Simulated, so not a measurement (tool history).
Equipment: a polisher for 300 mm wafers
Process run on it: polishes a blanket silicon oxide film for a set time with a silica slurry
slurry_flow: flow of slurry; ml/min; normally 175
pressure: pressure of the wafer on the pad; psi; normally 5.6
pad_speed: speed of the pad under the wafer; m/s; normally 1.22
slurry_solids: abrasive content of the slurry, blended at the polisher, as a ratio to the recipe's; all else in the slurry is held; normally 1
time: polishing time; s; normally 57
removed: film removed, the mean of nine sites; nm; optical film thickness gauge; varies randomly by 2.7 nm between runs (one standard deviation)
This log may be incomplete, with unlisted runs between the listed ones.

run,hour,slurry_flow,pressure,pad_speed,slurry_solids,time,"incoming thickness of the incoming film, nm",removed
1,0,175,5.6,1.36,1,57,1878,286.2
2,17.7,175,5.6,1.36,1,57,1892.4,291.7
3,30,175,5.6,1.36,1,57,1888.4,283.8
# hour 52.2: slurry blender recalibrated
# hour 89.6: worn pad replaced by a new one
# hour 110.5: slurry nozzle cleaned
4,121.2,175,4.2,1.22,1,57,1890.7,211.8
5,191.2,175,4.2,1.22,1,57,1895.4,204.5
# hour 206.6: slurry blender recalibrated
6,226.9,175,4.2,1.22,1,57,1902.3,203.8
# hour 254.5: worn pad replaced by a new one
# hour 254.7: head pressure recalibrated
7,255,175,5.6,1.22,1.15,57,1901.8,296.2
8,267.6,175,5.6,1.22,1.15,57,1934.1,296.5
9,291.9,175,5.6,1.22,1,57,1869.8,281.7
10,320,230,5.6,1.22,1.1,67,1877,346.6
11,337.6,175,5.6,1.22,1,57,1907.4,275.9
# hour 338.9: slurry nozzle cleaned
# hour 342.3: conditioning disc replaced and pad reconditioned
12,361.8,215,5.6,1.22,1,57,1876,277.8
13,378.2,175,5.6,1.22,1,57,1880.9,274.3
# hour 400.5: slurry blender recalibrated
14,405.1,145,6.5,1.22,1,57,1899.4,303.7
# hour 409.6: worn pad replaced by a new one
15,440.8,175,6.9,1.22,1,57,1883.4,340.4
16,466.6,175,5.6,1.22,1,57,1895.7,278.7
17,500.2,225,5.6,1.36,1,57,1928.5,301.1
18,516.9,175,5.6,1.22,1,77,1907.3,366.2
19,529,225,6.6,1.56,0.8,57,1863.1,355.6
20,545.4,175,5.6,1.22,1,57,1896,269.5
# hour 550.2: slurry blender recalibrated
# hour 567.4: worn pad replaced by a new one
# hour 571.5: slurry nozzle cleaned
21,577.1,175,5.6,1.22,1,57,1920.7,285.7
22,655.1,175,5.6,0.92,1.2,40,1884.7,174.9
23,667.5,175,6.1,1.22,1.25,57,1871.4,320.4
24,682.5,175,7.6,1.22,1,75,1907.9,479.1
25,701.2,175,5.6,1.22,1,57,1894.2,266.9
# hour 720.5: slurry blender recalibrated
26,725,235,4.5,1.46,1,57,1902.4,245

What if the next run were any one of these 3? Each begins from the tool's condition after run 26:
A,725.4,175,5.6,1.22,1,39,1912,?
B,725.4,175,5.6,1.08,1,57,1912,?
C,725.4,175,5.6,1.6,0.7,57,1912,?

run,removed
A,183.1
B,249.2
C,275.3
Without the tool's unlogged condition, the same runs would have read:
run,removed
A,197.6
B,268.9
C,297.1

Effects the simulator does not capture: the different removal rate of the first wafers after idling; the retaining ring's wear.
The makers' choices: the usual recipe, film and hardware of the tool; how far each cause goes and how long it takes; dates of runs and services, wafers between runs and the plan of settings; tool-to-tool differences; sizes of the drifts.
